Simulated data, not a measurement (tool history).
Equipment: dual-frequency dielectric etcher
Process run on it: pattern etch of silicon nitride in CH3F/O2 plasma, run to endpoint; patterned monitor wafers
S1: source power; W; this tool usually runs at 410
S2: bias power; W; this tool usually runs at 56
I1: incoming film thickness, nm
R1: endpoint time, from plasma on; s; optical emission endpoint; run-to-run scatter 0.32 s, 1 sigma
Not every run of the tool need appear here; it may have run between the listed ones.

Run 1, hour 0.0: usual settings; I1 79.5. Result: R1 98.9 s.
Run 2, hour 34.4: usual settings; I1 79.4. Result: R1 98.5 s.
Run 3, hour 51.8: usual settings but S1 390 W; I1 79.8. Result: R1 100.7 s.
Run 4, hour 86.6: usual settings but S1 390 W; I1 79.9. Result: R1 100.2 s.
Run 5, hour 104.1: usual settings; I1 80.3. Result: R1 99.1 s.
Run 6, hour 132.9: usual settings but S2 61 W; I1 80.0. Result: R1 95.8 s.
Run 7, hour 160.2: usual settings but S2 61 W; I1 80.8. Result: R1 96.8 s.
Run 8, hour 183.9: usual settings but S2 61 W; I1 80.4. Result: R1 95.9 s.
Run 9, hour 212.3: usual settings; I1 79.7. Result: R1 97.1 s.
Run 10, hour 247.7: usual settings; I1 80.0. Result: R1 96.6 s.
Run 11, hour 263.8: usual settings; I1 79.7. Result: R1 96.4 s.
Run 12, hour 276.1: usual settings but S2 50 W; I1 79.9. Result: R1 98.7 s.
At hour 323.6: wet clean of the chamber.
Run 13, hour 324.1: usual settings but S2 50 W; I1 80.2. Result: R1 103.4 s.
Run 14, hour 328.7: usual settings but S2 50 W; I1 80.0. Result: R1 103.2 s.
At hour 364.3: upper electrode replaced.
Run 15, hour 364.8: usual settings but S2 60 W; I1 79.6. Result: R1 98.2 s.
Run 16, hour 397.9: usual settings; I1 81.0. Result: R1 100.3 s.
Run 17, hour 433.1: usual settings but S2 61 W; I1 79.7. Result: R1 96.8 s.
Run 18, hour 462.3: usual settings but S1 440 W; I1 80.0. Result: R1 96.1 s.
Run 19, hour 495.9: usual settings but S1 370 W, S2 48 W; I1 79.6. Result: R1 105.4 s.
Run 20, hour 512.7: usual settings but S1 490 W, S2 65 W; I1 80.9. Result: R1 90.0 s.
Run 21, hour 531.1: usual settings; I1 81.1. Result: R1 99.3 s.
Run 22, hour 552.7: usual settings but S1 450 W, S2 43 W; I1 80.2. Result: R1 99.7 s.
At hour 570.3: bias power generator calibrated.
Run 23, hour 627.4: usual settings but S1 480 W, S2 63 W; I1 79.8. Result: R1 88.4 s.
Run 24, hour 646.0: usual settings but S1 370 W, S2 68 W; I1 80.1. Result: R1 95.3 s.
Run 25, hour 665.9: usual settings; I1 80.6. Result: R1 96.7 s.
At hour 687.6: source power generator calibrated.
At hour 690.8: wet clean of the chamber.
Run 26, hour 691.3: usual settings but S1 380 W, S2 65 W; I1 79.9. Result: R1 98.6 s.
Run 27, hour 717.4: usual settings; I1 80.2. Result: R1 100.3 s.
Run 28, hour 739.4: usual settings; I1 79.9. Result: R1 99.9 s.
Run 29, hour 764.7: usual settings but S2 62 W; I1 80.7. Result: R1 98.0 s.
Run 30, hour 808.6: usual settings but S1 490 W; I1 78.7. Result: R1 91.8 s.
Run 31, hour 822.4: usual settings but S1 460 W, S2 62 W; I1 81.0. Result: R1 93.1 s.
Run 32, hour 840.0: usual settings; I1 80.2. Result: R1 98.8 s.
Run 33, hour 856.0: usual settings; I1 79.8. Result: R1 98.1 s.
Run 34, hour 884.5: usual settings; I1 79.9. Result: R1 97.3 s.
Run 35, hour 919.2: usual settings but S1 330 W, S2 47 W; I1 79.5. Result: R1 109.1 s.
Run 36, hour 933.8: usual settings but S1 360 W, S2 47 W; I1 79.3. Result: R1 105.7 s.

Forecast each of these 3 alternatives for the next run:
Run A, hour 934.3: usual settings; I1 80.5. Result: R1 ?.
Run B, hour 934.3: usual settings but S1 330 W, S2 50 W; I1 80.5. Result: R1 ?.
Run C, hour 934.3: usual settings but S1 440 W, S2 66 W; I1 80.5. Result: R1 ?.

run     R1
  A   97.5
  B  108.0
  C   91.3
With the hidden condition removed and each run's random variation left untouched, the same runs would have given:
run     R1
  A  100.7
  B  111.5
  C   94.3
